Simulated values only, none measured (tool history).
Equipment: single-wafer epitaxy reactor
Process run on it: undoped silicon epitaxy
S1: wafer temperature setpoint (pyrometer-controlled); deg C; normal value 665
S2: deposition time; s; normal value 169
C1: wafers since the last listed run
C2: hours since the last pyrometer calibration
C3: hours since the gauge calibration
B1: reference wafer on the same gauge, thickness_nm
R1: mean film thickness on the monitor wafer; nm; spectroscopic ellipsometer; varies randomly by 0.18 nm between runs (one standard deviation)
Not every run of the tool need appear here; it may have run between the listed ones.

Run 1, day 0.000: usual settings; C1 0; C2 749.1; C3 281.1; B1 37.956. Result: R1 35.223 nm.
Run 2, day 2.708: usual settings; C1 557; C2 814.1; C3 346.1; B1 38.039. Result: R1 35.373 nm.
Run 3, day 4.433: usual settings but S2 154 s; C1 355; C2 855.5; C3 387.5; B1 38.134. Result: R1 32.179 nm.
Run 4, day 7.892: usual settings but S2 154 s; C1 712; C2 938.5; C3 470.5; B1 38.322. Result: R1 32.389 nm.
Run 5, day 10.092: usual settings but S2 154 s; C1 453; C2 991.3; C3 523.3; B1 38.370. Result: R1 32.542 nm.
Run 6, day 11.258: usual settings; C1 240; C2 1019.3; C3 551.3; B1 38.433. Result: R1 35.378 nm.
At day 13.079: gauge calibrated.
Run 7, day 13.379: usual settings; C1 436; C2 1070.2; C3 7.2; B1 37.479. Result: R1 34.896 nm.
Run 8, day 15.104: usual settings but S1 652 deg C, S2 201 s; C1 355; C2 1111.6; C3 48.6; B1 37.582. Result: R1 32.052 nm.
Run 9, day 17.642: usual settings but S1 679 deg C, S2 202 s; C1 522; C2 1172.5; C3 109.5; B1 37.688. Result: R1 54.782 nm.
At day 19.542: pyrometer calibrated.
Run 10, day 20.179: usual settings; C1 454; C2 15.3; C3 170.4; B1 37.741. Result: R1 35.330 nm.
Run 11, day 22.354: usual settings but S1 655 deg C, S2 147 s; C1 448; C2 67.5; C3 222.6; B1 37.888. Result: R1 24.880 nm.
Run 12, day 23.975: usual settings but S2 152 s; C1 333; C2 106.4; C3 261.5; B1 37.901. Result: R1 31.383 nm.
Run 13, day 25.979: usual settings but S1 670 deg C, S2 140 s; C1 412; C2 154.5; C3 309.6; B1 37.943. Result: R1 31.978 nm.
Run 14, day 28.371: usual settings but S1 651 deg C, S2 155 s; C1 492; C2 211.9; C3 367.0; B1 38.086. Result: R1 24.394 nm.
Run 15, day 30.317: usual settings but S2 139 s; C1 400; C2 258.6; C3 413.7; B1 38.178. Result: R1 29.150 nm.

Measured minus without-hidden-state, run by run (identical run-to-run variation in each term; gauge scatter may differ):
Hidden state present: wafer temperature above the value expected at the setpoint (K); gauge reads high (%).
run      R1
  1  +0.363
  2  +0.455
  3  +0.466
  4  +0.573
  5  +0.642
  6  +0.736
  7  -0.059
  8  +0.000
  9  +0.132
 10  +0.170
 11  +0.172
 12  +0.264
 13  +0.330
 14  +0.306
 15  +0.419

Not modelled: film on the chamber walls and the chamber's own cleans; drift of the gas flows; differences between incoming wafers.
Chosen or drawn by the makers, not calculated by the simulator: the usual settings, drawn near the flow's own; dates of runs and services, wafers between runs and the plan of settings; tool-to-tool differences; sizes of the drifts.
